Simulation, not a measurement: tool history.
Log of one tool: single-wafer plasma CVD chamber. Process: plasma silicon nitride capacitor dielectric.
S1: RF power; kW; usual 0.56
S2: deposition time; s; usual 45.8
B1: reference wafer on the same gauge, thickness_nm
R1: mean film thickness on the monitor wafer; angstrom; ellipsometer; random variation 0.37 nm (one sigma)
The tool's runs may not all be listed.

Run 1, hour 0: usual settings but S2 52 s; B1 68.437. Result: R1 820.85 angstrom.
Run 2, hour 54.4: usual settings but S2 52 s; B1 68.168. Result: R1 810.46 angstrom.
Run 3, hour 224.6: usual settings but S1 0.51 kW; B1 68.316. Result: R1 704.68 angstrom.
Run 4, hour 378.8: usual settings but S1 0.51 kW; B1 68.289. Result: R1 705.26 angstrom.
At hour 427.7: showerhead replaced.
Run 5, hour 442.6: usual settings; B1 68.224. Result: R1 714.19 angstrom.
Run 6, hour 513.4: usual settings; B1 68.113. Result: R1 724.63 angstrom.
Run 7, hour 551.3: usual settings; B1 68.288. Result: R1 719.46 angstrom.
Run 8, hour 609.2: usual settings; B1 68.34. Result: R1 722.1 angstrom.
Run 9, hour 657.9: usual settings but S1 0.505 kW, S2 50.8 s; B1 68.243. Result: R1 773.76 angstrom.
Run 10, hour 682.8: usual settings but S1 0.45 kW; B1 68.286. Result: R1 690.57 angstrom.
Run 11, hour 728.4: usual settings but S1 0.61 kW, S2 48.8 s; B1 68.305. Result: R1 783.8 angstrom.
At hour 746.1: RF generator calibrated.
At hour 755.5: gauge calibrated.
Run 12, hour 777.4: usual settings but S2 38.4 s; B1 68.32. Result: R1 603.43 angstrom.
Run 13, hour 837.7: usual settings but S1 0.59 kW, S2 42.9 s; B1 68.422. Result: R1 680.68 angstrom.
Run 14, hour 876.8: usual settings; B1 68.347. Result: R1 713.51 angstrom.
Run 15, hour 904.1: usual settings but S1 0.45 kW; B1 68.387. Result: R1 683.15 angstrom.
Run 16, hour 971.1: usual settings but S1 0.66 kW; B1 68.433. Result: R1 745.53 angstrom.
Run 17, hour 1003.8: usual settings but S1 0.46 kW, S2 50.7 s; B1 68.185. Result: R1 766.6 angstrom.

What the log doesn't show, run by run:
delivered RF power above the setpoint (%): 0 in every run
gauge reads high (%): 0 in every run
